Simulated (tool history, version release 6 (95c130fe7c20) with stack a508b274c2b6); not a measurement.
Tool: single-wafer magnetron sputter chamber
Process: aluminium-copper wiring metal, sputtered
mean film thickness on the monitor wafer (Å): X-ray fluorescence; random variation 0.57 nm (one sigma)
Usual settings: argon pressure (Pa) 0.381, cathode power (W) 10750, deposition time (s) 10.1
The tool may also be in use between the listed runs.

run	hour	argon pressure (Pa)	cathode power (W)	deposition time (s)	read-back reference wafer on the same gauge, thickness_nm	mean film thickness on the monitor wafer (Å)
1	0	0.381	10750	10.1	162.076	1764.48
2	44.4	0.381	10750	10.1	162.109	1750.9
# hour 59.3: sputter target and shields replaced
3	110.3	0.381	10750	10.1	162.04	1781.69
4	135.8	0.381	10750	10.1	162.136	1773.86
5	165.3	0.381	10750	11.1	161.978	1941.07
6	205.7	0.381	10750	11.1	161.966	1944.86
7	272.4	0.381	10750	10.9	161.99	1899.38
# hour 285.8: sputter target and shields replaced
8	316.5	0.381	10750	10.9	162.08	1918.78
9	351	0.381	10750	10.1	161.89	1783.94
10	378.7	0.381	10750	10.1	161.917	1773.17
11	433	0.381	10750	10.1	162.028	1760.58
12	470.2	0.381	10750	10.1	162.081	1763.58
# hour 502.4: magnet pack replaced
# hour 535.2: sputter target and shields replaced
13	537.7	0.381	10750	10.1	161.9	1786.59
14	588	0.327	13300	10.1	162.058	2253.83
15	659.7	0.381	10750	10.1	162.085	1775.79
16	684.8	0.453	10750	10.1	162.02	1694.71

The next listed run, before its measurement:
17	742.7	0.483	9550	11.9	?	?

Run 17 gave read-back reference wafer on the same gauge, thickness_nm 161.954, mean film thickness on the monitor wafer (Å) 1734.89.
Without the tool's hidden state the same run would have given mean film thickness on the monitor wafer (Å) 1760.13.
